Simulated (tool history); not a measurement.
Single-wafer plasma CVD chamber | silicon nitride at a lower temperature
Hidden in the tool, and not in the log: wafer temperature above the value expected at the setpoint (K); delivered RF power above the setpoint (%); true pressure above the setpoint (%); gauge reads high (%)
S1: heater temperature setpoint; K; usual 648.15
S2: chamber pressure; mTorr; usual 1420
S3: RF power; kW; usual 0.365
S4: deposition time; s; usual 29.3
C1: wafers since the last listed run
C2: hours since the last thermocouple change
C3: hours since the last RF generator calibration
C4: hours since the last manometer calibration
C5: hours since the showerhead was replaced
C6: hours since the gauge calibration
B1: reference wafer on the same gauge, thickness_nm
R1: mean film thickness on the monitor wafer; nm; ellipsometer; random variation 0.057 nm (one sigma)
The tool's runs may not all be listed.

| run | hour | S1 | S2 | S3 | S4 | C1 | C2 | C3 | C4 | C5 | C6 | B1 | R1 |
|---|---|---|---|---|---|---|---|---|---|---|---|---|---|
| 1 | 0 | 648.15 | 1420 | 0.365 | 29.3 | 0 | 942.3 | 805.2 | 1780.7 | 2358.2 | 187.9 | 41.905 | 36.877 |
| 2 | 17.5 | 648.15 | 1420 | 0.365 | 29.3 | 471 | 959.8 | 822.7 | 1798.2 | 2375.7 | 205.4 | 41.897 | 36.886 |
| 3 | 33.6 | 648.15 | 1200 | 0.365 | 29.3 | 434 | 975.9 | 838.8 | 1814.3 | 2391.8 | 221.5 | 41.902 | 35.103 |
| 4 | 56.2 | 648.15 | 1200 | 0.365 | 29.3 | 609 | 998.5 | 861.4 | 1836.9 | 2414.4 | 244.1 | 41.895 | 35.125 |
| 5 | 72.6 | 648.15 | 1200 | 0.365 | 29.3 | 442 | 1014.9 | 877.8 | 1853.3 | 2430.8 | 260.5 | 41.9 | 35.094 |
| 6 | 106.3 | 648.15 | 1420 | 0.365 | 29.3 | 908 | 1048.6 | 911.5 | 1887 | 2464.5 | 294.2 | 41.907 | 36.785 |
| 7 | 126 | 648.15 | 1420 | 0.365 | 29.3 | 531 | 1068.3 | 931.2 | 1906.7 | 2484.2 | 313.9 | 41.896 | 36.814 |
| 8 | 155.5 | 648.15 | 1420 | 0.365 | 29.3 | 795 | 1097.8 | 960.7 | 1936.2 | 2513.7 | 343.4 | 41.909 | 36.763 |
| 9 | 168.1 | 653.15 | 1420 | 0.35 | 29.3 | 339 | 1110.4 | 973.3 | 1948.8 | 2526.3 | 356 | 41.891 | 35.592 |
| 10 | 199.8 | 648.15 | 1420 | 0.365 | 29.3 | 854 | 1142.1 | 1005 | 1980.5 | 2558 | 387.7 | 41.902 | 36.692 |
| 11 | 232.8 | 648.15 | 1420 | 0.365 | 29.3 | 889 | 1175.1 | 1038 | 2013.5 | 2591 | 420.7 | 41.895 | 36.608 |
| 12 | 259.9 | 644.15 | 1420 | 0.365 | 29.3 | 730 | 1202.2 | 1065.1 | 2040.6 | 2618.1 | 447.8 | 41.895 | 36.715 |
| 13 | 290.3 | 640.15 | 1420 | 0.365 | 26.5 | 819 | 1232.6 | 1095.5 | 2071 | 2648.5 | 478.2 | 41.911 | 33.084 |
|  | 307.7 | showerhead replaced |
|  | 309.7 | gauge calibrated |
| 14 | 317.7 | 648.15 | 1670 | 0.365 | 29.3 | 523 | 1260 | 1122.9 | 2098.4 | 10 | 8 | 41.892 | 38.206 |
| 15 | 343.3 | 648.15 | 1530 | 0.365 | 29.3 | 690 | 1285.6 | 1148.5 | 2124 | 35.6 | 33.6 | 41.898 | 37.328 |
|  | 372.2 | thermocouple changed; heater temperature recalibrated |
| 16 | 378.8 | 648.15 | 1710 | 0.315 | 34.4 | 741 | 6.6 | 1184 | 2159.5 | 71.1 | 69.1 | 41.889 | 40.504 |
| 17 | 397.1 | 634.15 | 1540 | 0.365 | 29.3 | 493 | 24.9 | 1202.3 | 2177.8 | 89.4 | 87.4 | 41.907 | 37.448 |
| 18 | 429.9 | 648.15 | 1420 | 0.365 | 29.3 | 884 | 57.7 | 1235.1 | 2210.6 | 122.2 | 120.2 | 41.909 | 36.427 |
|  | 449.1 | RF generator calibrated |
| 19 | 464.7 | 648.15 | 1420 | 0.305 | 29.3 | 722 | 92.5 | 15.6 | 2245.4 | 157 | 155 | 41.901 | 32.691 |
| 20 | 491.8 | 654.15 | 1580 | 0.365 | 29.3 | 730 | 119.6 | 42.7 | 2272.5 | 184.1 | 182.1 | 41.9 | 38.232 |
|  | 500.4 | capacitance manometer re-zeroed and calibrated |
| 21 | 521.9 | 640.15 | 1290 | 0.345 | 30.9 | 595 | 149.7 | 72.8 | 21.5 | 214.2 | 212.2 | 41.908 | 37.674 |
| 22 | 553.5 | 638.15 | 1220 | 0.415 | 31.3 | 852 | 181.3 | 104.4 | 53.1 | 245.8 | 243.8 | 41.902 | 42.603 |
| 23 | 568.4 | 653.15 | 1420 | 0.35 | 29.3 | 401 | 196.2 | 119.3 | 68 | 260.7 | 258.7 | 41.908 | 36.886 |
| 24 | 594.3 | 660.15 | 1700 | 0.31 | 27.7 | 698 | 222.1 | 145.2 | 93.9 | 286.6 | 284.6 | 41.9 | 33.369 |
| 25 | 627.5 | 648.15 | 1420 | 0.365 | 29.3 | 895 | 255.3 | 178.4 | 127.1 | 319.8 | 317.8 | 41.9 | 37.81 |

Forecast each of these 3 alternatives for the next run:
| A | 627.9 | 640.15 | 1420 | 0.365 | 29.3 | 10 | 255.7 | 178.8 | 127.5 | 320.2 | 318.2 | ? | ? |
| B | 627.9 | 648.15 | 1320 | 0.365 | 27.8 | 10 | 255.7 | 178.8 | 127.5 | 320.2 | 318.2 | ? | ? |
| C | 627.9 | 648.15 | 1260 | 0.435 | 35 | 10 | 255.7 | 178.8 | 127.5 | 320.2 | 318.2 | ? | ? |

| run | B1 | R1 |
|---|---|---|
| A | 41.885 | 37.996 |
| B | 41.885 | 35.234 |
| C | 41.885 | 49.158 |
Without the tool's hidden state the same runs would have given:
| run | R1 |
|---|---|
| A | 38.242 |
| B | 35.461 |
| C | 49.447 |
